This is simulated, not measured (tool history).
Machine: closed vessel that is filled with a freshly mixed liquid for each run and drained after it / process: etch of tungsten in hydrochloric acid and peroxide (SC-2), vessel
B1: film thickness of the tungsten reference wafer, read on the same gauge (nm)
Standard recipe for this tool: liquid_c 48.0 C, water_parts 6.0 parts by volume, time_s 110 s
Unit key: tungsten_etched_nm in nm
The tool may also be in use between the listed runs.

run 1 hour=0.0 | liquid_c=48.0 water_parts=6.0 time_s=110 | B1=120.01 | tungsten_etched_nm=25.46
run 2 hour=9.4 | liquid_c=48.0 water_parts=4.0 time_s=90 | B1=120.01 | tungsten_etched_nm=27.95
run 3 hour=27.3 | liquid_c=48.0 water_parts=4.0 time_s=90 | B1=120.03 | tungsten_etched_nm=27.67
run 4 hour=36.1 | liquid_c=48.0 water_parts=4.0 time_s=90 | B1=119.97 | tungsten_etched_nm=27.87
run 5 hour=44.2 | liquid_c=48.0 water_parts=8.5 time_s=160 | B1=120.00 | tungsten_etched_nm=28.30
run 6 hour=59.9 | liquid_c=48.0 water_parts=6.0 time_s=110 | B1=120.02 | tungsten_etched_nm=25.52
run 7 hour=70.3 | liquid_c=48.0 water_parts=6.0 time_s=110 | B1=120.00 | tungsten_etched_nm=25.50
run 8 hour=87.8 | liquid_c=48.0 water_parts=6.0 time_s=110 | B1=119.99 | tungsten_etched_nm=25.45
run 9 hour=101.3 | liquid_c=48.0 water_parts=6.0 time_s=110 | B1=119.96 | tungsten_etched_nm=25.64
run 10 hour=111.0 | liquid_c=48.0 water_parts=6.0 time_s=110 | B1=120.05 | tungsten_etched_nm=25.62
-- hour=118.4 chemicals flow meter replaced
run 11 hour=127.6 | liquid_c=48.0 water_parts=6.0 time_s=110 | B1=120.01 | tungsten_etched_nm=25.51
run 12 hour=134.8 | liquid_c=48.0 water_parts=6.0 time_s=110 | B1=119.99 | tungsten_etched_nm=25.28
run 13 hour=166.4 | liquid_c=48.0 water_parts=6.0 time_s=110 | B1=119.97 | tungsten_etched_nm=25.68
-- hour=171.0 new drum of peroxide connected
run 14 hour=177.3 | liquid_c=48.0 water_parts=8.0 time_s=110 | B1=119.96 | tungsten_etched_nm=20.85
run 15 hour=184.1 | liquid_c=56.0 water_parts=6.0 time_s=110 | B1=119.97 | tungsten_etched_nm=43.20
run 16 hour=195.2 | liquid_c=48.0 water_parts=6.0 time_s=110 | B1=119.99 | tungsten_etched_nm=25.51
-- hour=200.1 gauge calibrated
run 17 hour=210.4 | liquid_c=48.0 water_parts=6.0 time_s=110 | B1=120.01 | tungsten_etched_nm=25.58
-- hour=214.3 thermometer replaced
run 18 hour=222.2 | liquid_c=38.5 water_parts=6.0 time_s=110 | B1=120.00 | tungsten_etched_nm=14.44
run 19 hour=235.2 | liquid_c=48.0 water_parts=7.5 time_s=75 | B1=119.98 | tungsten_etched_nm=15.85
run 20 hour=242.0 | liquid_c=57.0 water_parts=6.0 time_s=110 | B1=120.00 | tungsten_etched_nm=49.76
run 21 hour=248.9 | liquid_c=55.0 water_parts=5.0 time_s=110 | B1=120.02 | tungsten_etched_nm=50.17
run 22 hour=261.0 | liquid_c=44.5 water_parts=6.0 time_s=110 | B1=119.98 | tungsten_etched_nm=22.15
-- hour=265.9 thermometer replaced, repeated, since the last time left the tool worse
run 23 hour=275.5 | liquid_c=41.5 water_parts=8.5 time_s=70 | B1=119.97 | tungsten_etched_nm=6.99
run 24 hour=288.4 | liquid_c=44.5 water_parts=8.5 time_s=85 | B1=120.01 | tungsten_etched_nm=10.51
run 25 hour=304.5 | liquid_c=48.0 water_parts=6.0 time_s=110 | B1=120.04 | tungsten_etched_nm=22.34
run 26 hour=310.8 | liquid_c=48.0 water_parts=4.0 time_s=90 | B1=119.99 | tungsten_etched_nm=24.45

Branching from run 26: 3 alternative next runs. What would each branch give?
run A hour=311.5 | liquid_c=51.0 water_parts=6.0 time_s=110 | B1=? | tungsten_etched_nm=?
run B hour=311.5 | liquid_c=41.5 water_parts=4.5 time_s=165 | B1=? | tungsten_etched_nm=?
run C hour=311.5 | liquid_c=41.0 water_parts=8.5 time_s=145 | B1=? | tungsten_etched_nm=?

run=A B1=119.97 tungsten_etched_nm=27.30
run=B B1=119.97 tungsten_etched_nm=26.35
run=C B1=119.97 tungsten_etched_nm=13.84
With the hidden condition removed and each run's random variation left untouched, the same runs would have given:
run=A tungsten_etched_nm=27.17
run=B tungsten_etched_nm=26.22
run=C tungsten_etched_nm=13.77
